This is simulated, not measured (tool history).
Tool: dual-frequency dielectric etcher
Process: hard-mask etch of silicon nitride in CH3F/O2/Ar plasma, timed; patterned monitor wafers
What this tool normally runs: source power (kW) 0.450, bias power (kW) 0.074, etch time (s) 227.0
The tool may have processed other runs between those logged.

run,hour,source power (kW),bias power (kW),etch time (s),"read-back reference wafer on the same gauge, depth_nm",mean etch depth across the wafer (angstrom)
1,0.0,0.500,0.074,263.5,177.2,1999
2,87.6,0.500,0.074,263.5,177.4,1952
# hour 152.3: gauge calibrated
# hour 169.3: wet clean of the chamber
3,187.6,0.450,0.074,227.0,177.0,1658
4,229.5,0.450,0.074,227.0,177.0,1661
5,321.9,0.450,0.074,227.0,177.1,1656
6,364.9,0.450,0.074,227.0,177.1,1631
7,463.4,0.450,0.074,227.0,176.9,1601
# hour 480.2: bias power generator calibrated
# hour 546.9: wet clean of the chamber
8,547.4,0.510,0.074,227.0,177.2,1801
# hour 593.9: upper electrode replaced, of another model than before
9,621.8,0.530,0.057,227.0,177.3,1801
# hour 639.7: gauge calibrated
10,682.7,0.390,0.063,227.0,177.1,1429
11,764.6,0.360,0.089,282.5,177.0,1698
# hour 804.9: source power generator calibrated
12,821.0,0.450,0.074,227.0,177.2,1593
# hour 947.5: wet clean of the chamber
13,948.0,0.450,0.074,227.0,177.0,1656
14,979.8,0.450,0.074,227.0,176.8,1655
15,1025.5,0.410,0.057,196.5,177.1,1274
16,1077.6,0.340,0.084,227.0,176.8,1271

Run-by-run hidden state of the tool:
source power that arrives over what is set, %: 0 at every run
bias power that arrives over what is set, %: 0 at every run
gauge reads high (%): 0 at every run
H1: etch rate over this chamber's usual, %
run,H1
1,-2.96
2,-4
3,-0.112
4,-0.609
5,-1.71
6,-2.22
7,-3.38
8,-0.0703
9,-0.953
10,-1.68
11,-2.65
12,-3.32
13,-0.104
14,-0.481
15,-1.02
16,-1.64
